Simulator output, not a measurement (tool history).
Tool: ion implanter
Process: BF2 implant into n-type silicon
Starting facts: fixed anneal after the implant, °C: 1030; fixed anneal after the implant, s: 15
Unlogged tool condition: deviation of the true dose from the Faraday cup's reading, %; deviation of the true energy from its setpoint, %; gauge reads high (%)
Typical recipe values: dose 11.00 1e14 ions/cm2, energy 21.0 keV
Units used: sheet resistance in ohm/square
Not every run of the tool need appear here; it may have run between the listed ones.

run   hour   dose  energy  wafers since the last listed run  hours since the last dose calibration  hours since the extraction supply was calibrated  hours since the gauge calibration  read-back reference wafer on the same gauge, sheet resistance  sheet resistance
  1    0.0  11.00    21.0                                 0                                 1731.4                                            4286.7                              163.9                                                         189.02            162.43
  2   10.5  11.00    21.0                               273                                 1741.9                                            4297.2                              174.4                                                         188.97            162.44
  3   16.7  11.00    21.0                               161                                 1748.1                                            4303.4                              180.6                                                         188.93            162.34
  4   29.5  11.00    23.0                               333                                 1760.9                                            4316.2                              193.4                                                         188.97            157.23
  5   40.4  11.00    21.0                               283                                 1771.8                                            4327.1                              204.3                                                         189.12            162.60
  6   52.2  11.00    27.0                               307                                 1783.6                                            4338.9                              216.1                                                         188.87            148.85
  7   69.6  11.00    21.0                               453                                 1801.0                                            4356.3                              233.5                                                         188.99            162.11
  8   76.3  11.00    21.0                               174                                 1807.7                                            4363.0                              240.2                                                         189.05            162.26
  9   87.5  11.00    21.0                               291                                 1818.9                                            4374.2                              251.4                                                         189.00            162.48
 10   95.6  11.00    21.0                               210                                 1827.0                                            4382.3                              259.5                                                         189.06            162.79
     111.8  -- extraction supply calibrated
 11  112.3  11.00    21.0                               226                                 1843.7                                               0.5                              276.2                                                         188.98            162.52
 12  121.8  11.00    21.0                               247                                 1853.2                                              10.0                              285.7                                                         189.05            162.18
 13  137.6  11.00    21.0                               411                                 1869.0                                              25.8                              301.5                                                         189.01            162.28
 14  145.6  12.95    18.0                               208                                 1877.0                                              33.8                              309.5                                                         188.99            162.66
 15  195.7  13.24    24.0                              1304                                 1927.1                                              83.9                              359.6                                                         189.00            145.13
     212.6  -- gauge calibrated
     240.9  -- Faraday cup replaced and dose calibrated
 16  244.8   9.06    21.0                              1070                                    3.9                                             133.0                               32.2                                                         189.02            177.09
 17  251.2  11.00    27.5                               166                                   10.3                                             139.4                               38.6                                                         188.94            147.32
 18  285.8   8.91    21.0                               900                                   44.9                                             174.0                               73.2                                                         188.87            178.67
 19  293.1  11.00    27.0                               190                                   52.2                                             181.3                               80.5                                                         189.06            148.41
 20  301.7  13.55    24.0                               223                                   60.8                                             189.9                               89.1                                                         188.95            144.14
 21  317.9  12.11    21.0                               421                                   77.0                                             206.1                              105.3                                                         189.04            157.25
 22  335.3  11.00    23.5                               453                                   94.4                                             223.5                              122.7                                                         188.97            156.28
 23  353.1  12.12    16.5                               463                                  112.2                                             241.3                              140.5                                                         189.01            171.45
 24  367.8  12.97    24.0                               382                                  126.9                                             256.0                              155.2                                                         188.98            145.63

Forecast each of these 4 alternatives for the next run:
  A  368.2  11.00    21.0                                10                                  127.3                                             256.4                              155.6                                                              ?                 ?
  B  368.2  12.21    25.5                                10                                  127.3                                             256.4                              155.6                                                              ?                 ?
  C  368.2  11.00    14.0                                10                                  127.3                                             256.4                              155.6                                                              ?                 ?
  D  368.2   9.20    21.0                                10                                  127.3                                             256.4                              155.6                                                              ?                 ?

run  read-back reference wafer on the same gauge, sheet resistance  sheet resistance
  A                                                         189.05            163.09
  B                                                         189.05            145.95
  C                                                         189.05            186.94
  D                                                         189.05            176.54
What these runs would have given with no unlogged condition in the tool:
run  sheet resistance
  A            163.09
  B            145.95
  C            186.94
  D            176.54
